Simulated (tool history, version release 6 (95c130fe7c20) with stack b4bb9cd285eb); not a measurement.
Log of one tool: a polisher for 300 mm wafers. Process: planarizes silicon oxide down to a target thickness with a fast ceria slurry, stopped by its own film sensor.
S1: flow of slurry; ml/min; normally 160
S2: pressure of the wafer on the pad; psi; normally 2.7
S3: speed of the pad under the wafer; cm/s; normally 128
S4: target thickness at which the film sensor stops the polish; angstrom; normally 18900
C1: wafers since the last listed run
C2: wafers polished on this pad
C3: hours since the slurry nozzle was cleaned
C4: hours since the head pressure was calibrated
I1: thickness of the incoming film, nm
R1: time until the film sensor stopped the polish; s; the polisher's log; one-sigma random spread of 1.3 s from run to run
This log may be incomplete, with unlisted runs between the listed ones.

run,hour,S1,S2,S3,S4,C1,C2,C3,C4,I1,R1
1,0.0,175,2.7,128,18900,0,1447,307.7,311.5,3281.7,84.5
2,42.5,160,2.7,128,18900,381,1828,350.2,354.0,3315.6,86.9
3,85.8,160,2.7,128,18900,388,2217,393.5,397.3,3219.0,83.5
# hour 110.4: worn pad replaced by a new one
4,134.7,160,2.7,128,18900,403,218,442.4,446.2,3266.3,73.1
5,179.9,160,2.7,128,18900,405,624,487.6,491.4,3281.9,80.2
6,238.5,160,2.7,128,18900,526,1150,546.2,550.0,3286.7,81.3
7,298.5,160,2.7,128,18900,538,1688,606.2,610.0,3272.0,80.3
# hour 395.3: worn pad replaced by a new one
8,396.9,160,2.7,128,18900,847,14,704.6,708.4,3240.8,76.3
9,494.1,160,2.7,128,18900,872,886,801.8,805.6,3233.8,79.0
10,570.4,160,2.1,128,18900,684,1571,878.1,881.9,3219.6,94.6
# hour 642.2: head pressure recalibrated
# hour 650.9: slurry nozzle cleaned
11,667.1,185,2.7,128,18900,841,2412,16.2,24.9,3241.8,84.9
# hour 706.8: worn pad replaced by a new one
12,709.9,175,2.7,106,18900,348,27,59.0,67.7,3245.3,86.4
13,787.3,175,2.7,128,18900,694,722,136.4,145.1,3242.4,77.1
14,850.0,160,2.1,128,18900,562,1285,199.1,207.8,3243.1,95.1
15,937.9,115,2.7,154,18900,789,2074,287.0,295.7,3303.7,73.0
16,1017.4,180,2.7,150,18900,713,2788,366.5,375.2,3299.1,74.7
# hour 1025.8: worn pad replaced by a new one
17,1060.1,160,2.7,128,18900,347,308,409.2,417.9,3247.9,75.4
18,1215.4,145,2.7,104,18900,1394,1702,564.5,573.2,3265.7,100.1
# hour 1272.2: worn pad replaced by a new one
19,1280.9,160,2.7,144,18900,552,78,630.0,638.7,3326.6,70.2
20,1333.6,160,3.4,128,18900,473,551,682.7,691.4,3249.8,60.5
# hour 1400.1: head pressure recalibrated
21,1424.0,160,2.7,100,22160,793,1344,773.1,23.9,3222.4,74.5

Forecast each of these 4 alternatives for the next run:
A,1424.4,160,2.7,128,18900,3,1348,773.5,24.3,3271.9,?
B,1424.4,160,2.7,112,20200,3,1348,773.5,24.3,3271.9,?
C,1424.4,130,3.2,128,18900,3,1348,773.5,24.3,3271.9,?
D,1424.4,210,2.7,128,22870,3,1348,773.5,24.3,3271.9,?

run,R1
A,78.8
B,81.6
C,70.8
D,54.5
Without the tool's hidden state the same runs would have given:
run,R1
A,73.4
B,76.0
C,65.9
D,50.8
